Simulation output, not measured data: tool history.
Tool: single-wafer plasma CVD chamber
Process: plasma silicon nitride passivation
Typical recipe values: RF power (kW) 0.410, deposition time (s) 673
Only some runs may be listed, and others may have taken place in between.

run,hour,RF power (kW),deposition time (s),wafers since the last listed run,hours since the last RF generator calibration,hours since the showerhead was replaced,hours since the gauge calibration,"read-back reference wafer on the same gauge, thickness_nm",mean film thickness on the monitor wafer (angstrom)
1,0.0,0.410,739,0,606.2,6625.0,363.9,1114.343,10601.32
2,25.2,0.410,739,98,631.4,6650.2,389.1,1113.520,10559.13
3,37.7,0.410,673,48,643.9,6662.7,401.6,1114.677,9613.83
4,72.5,0.410,673,135,678.7,6697.5,436.4,1113.407,9643.73
5,98.0,0.410,673,99,704.2,6723.0,461.9,1114.163,9585.22
6,114.0,0.410,673,62,720.2,6739.0,477.9,1114.120,9588.77
7,128.5,0.470,707,56,734.7,6753.5,492.4,1113.599,10604.05
8,162.7,0.470,707,133,768.9,6787.7,526.6,1112.872,10554.92
9,193.3,0.470,707,119,799.5,6818.3,557.2,1114.183,10538.44
10,205.8,0.410,673,48,812.0,6830.8,569.7,1113.378,9614.01
11,254.7,0.410,673,191,860.9,6879.7,618.6,1114.512,9566.25
12,271.8,0.410,673,66,878.0,6896.8,635.7,1113.527,9549.19
13,298.8,0.410,673,105,905.0,6923.8,662.7,1113.841,9554.48
# hour 311.7: gauge calibrated
14,329.1,0.410,673,118,935.3,6954.1,17.4,1113.058,9563.88
15,342.7,0.410,673,53,948.9,6967.7,31.0,1114.875,9560.11
16,356.3,0.410,673,53,962.5,6981.3,44.6,1113.788,9528.34
17,422.5,0.410,673,258,1028.7,7047.5,110.8,1114.196,9528.49
18,436.3,0.410,673,53,1042.5,7061.3,124.6,1114.940,9549.28
19,449.0,0.410,673,49,1055.2,7074.0,137.3,1114.803,9519.54
20,471.1,0.380,673,86,1077.3,7096.1,159.4,1114.141,9247.66
21,491.4,0.480,717,79,1097.6,7116.4,179.7,1113.772,10747.30
# hour 503.6: RF generator calibrated
22,508.1,0.440,712,33,4.5,7133.1,196.4,1114.537,10555.92
23,526.1,0.455,597,70,22.5,7151.1,214.4,1114.193,8935.58
24,553.9,0.350,712,108,50.3,7178.9,242.2,1113.622,9647.35
25,572.9,0.350,775,74,69.3,7197.9,261.2,1114.026,10521.84
26,586.7,0.465,708,53,83.1,7211.7,275.0,1115.159,10723.53
27,616.8,0.460,772,117,113.2,7241.8,305.1,1113.688,11581.63
28,665.7,0.375,581,191,162.1,7290.7,354.0,1113.958,8092.52
# hour 678.7: showerhead replaced
29,686.6,0.395,734,50,183.0,7.9,374.9,1113.330,10365.14
30,711.0,0.410,673,95,207.4,32.3,399.3,1113.723,9694.59
31,725.1,0.470,599,55,221.5,46.4,413.4,1114.496,9061.62
32,758.6,0.410,673,130,255.0,79.9,446.9,1114.929,9623.99
33,781.3,0.410,673,88,277.7,102.6,469.6,1113.876,9636.19
34,814.6,0.410,673,130,311.0,135.9,502.9,1114.330,9667.33
35,850.1,0.365,732,138,346.5,171.4,538.4,1115.024,10047.36
36,874.6,0.410,673,95,371.0,195.9,562.9,1113.601,9589.52
37,890.1,0.460,744,60,386.5,211.4,578.4,1113.472,11068.43
38,938.3,0.410,568,188,434.7,259.6,626.6,1114.128,8104.29
39,971.5,0.440,558,129,467.9,292.8,659.8,1113.697,8132.57
40,991.8,0.445,543,79,488.2,313.1,680.1,1114.087,7987.00
41,1005.8,0.340,590,54,502.2,327.1,694.1,1114.831,7800.95
42,1023.0,0.350,775,67,519.4,344.3,711.3,1114.743,10379.88
43,1068.9,0.485,673,179,565.3,390.2,757.2,1113.710,10186.06

Same runs, no hidden state in the tool, same run-to-run variation:
Hidden conditions of the tool in this case: delivered RF power above the setpoint (%); gauge reads high (%).
run,mean film thickness on the monitor wafer (angstrom)
1,10746.55
2,10709.78
3,9753.70
4,9791.63
5,9737.77
6,9744.86
7,10780.16
8,10738.45
9,10729.07
10,9790.67
11,9752.79
12,9739.17
13,9750.53
14,9766.85
15,9766.02
16,9736.58
17,9751.48
18,9775.84
19,9748.24
20,9474.63
21,11016.22
22,10609.19
23,8984.17
24,9705.64
25,10589.77
26,10795.98
27,11667.50
28,8161.21
29,10457.90
30,9786.57
31,9150.41
32,9725.43
33,9742.62
34,9781.29
35,10173.76
36,9715.43
37,11217.61
38,8222.32
39,8257.12
40,8112.99
41,7926.49
42,10550.99
43,10364.63

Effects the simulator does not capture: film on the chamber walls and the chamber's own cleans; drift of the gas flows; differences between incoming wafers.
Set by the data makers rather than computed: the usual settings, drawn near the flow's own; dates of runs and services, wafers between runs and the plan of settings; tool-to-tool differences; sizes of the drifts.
